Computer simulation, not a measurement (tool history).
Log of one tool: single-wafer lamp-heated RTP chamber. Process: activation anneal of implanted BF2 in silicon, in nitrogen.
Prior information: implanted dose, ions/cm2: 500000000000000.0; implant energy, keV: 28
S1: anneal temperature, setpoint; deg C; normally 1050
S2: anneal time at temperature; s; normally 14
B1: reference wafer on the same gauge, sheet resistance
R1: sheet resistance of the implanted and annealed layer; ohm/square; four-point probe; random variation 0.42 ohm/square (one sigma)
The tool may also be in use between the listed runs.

{"run": 1, "hour": 0.0, "S1": 1050, "S2": 14, "B1": 261.14, "R1": 277.45}
{"run": 2, "hour": 30.9, "S1": 1041, "S2": 14, "B1": 260.89, "R1": 277.85}
{"run": 3, "hour": 62.6, "S1": 1050, "S2": 14, "B1": 261.08, "R1": 276.2}
{"run": 4, "hour": 92.2, "S1": 1050, "S2": 14, "B1": 260.94, "R1": 277.08}
{"run": 5, "hour": 130.7, "S1": 1050, "S2": 14, "B1": 260.94, "R1": 277.94}
{"hour": 159.5, "done": "pyrometer window cleaned and pyrometer calibrated"}
{"run": 6, "hour": 198.0, "S1": 1035, "S2": 14, "B1": 260.93, "R1": 278.53}
{"run": 7, "hour": 267.3, "S1": 1035, "S2": 14, "B1": 260.99, "R1": 278.96}
{"run": 8, "hour": 306.2, "S1": 1050, "S2": 14, "B1": 261.12, "R1": 276.93}
{"hour": 363.2, "done": "reflector plate cleaned"}
{"run": 9, "hour": 363.7, "S1": 1050, "S2": 14, "B1": 260.75, "R1": 277.34}
{"run": 10, "hour": 415.2, "S1": 1050, "S2": 14, "B1": 261.08, "R1": 277.48}
{"run": 11, "hour": 459.6, "S1": 1050, "S2": 14, "B1": 260.88, "R1": 276.75}
{"run": 12, "hour": 503.2, "S1": 1050, "S2": 14, "B1": 261.15, "R1": 277.72}
{"run": 13, "hour": 554.6, "S1": 1050, "S2": 14, "B1": 260.95, "R1": 277.79}
{"hour": 595.4, "done": "pyrometer window cleaned and pyrometer calibrated"}
{"run": 14, "hour": 610.0, "S1": 1050, "S2": 14, "B1": 261.12, "R1": 277.62}
{"run": 15, "hour": 677.0, "S1": 1065, "S2": 14, "B1": 260.92, "R1": 276.38}
{"hour": 712.7, "done": "gauge calibrated"}
{"run": 16, "hour": 722.0, "S1": 1065, "S2": 14, "B1": 261.08, "R1": 276.06}
{"run": 17, "hour": 780.8, "S1": 1057, "S2": 12, "B1": 260.85, "R1": 277.13}
{"run": 18, "hour": 826.3, "S1": 1024, "S2": 6, "B1": 260.88, "R1": 282.38}
{"hour": 855.2, "done": "reflector plate cleaned"}
{"run": 19, "hour": 877.9, "S1": 1028, "S2": 9, "B1": 260.9, "R1": 281.37}

Forecast run 20:
{"run": 20, "hour": 997.0, "S1": 1069, "S2": 8, "B1": "?", "R1": "?"}

B1: 260.98
R1: 278.14 ohm/square
Were there no unlogged condition in the tool, this run, its random variation unchanged, would have produced R1 278.14 ohm/square.
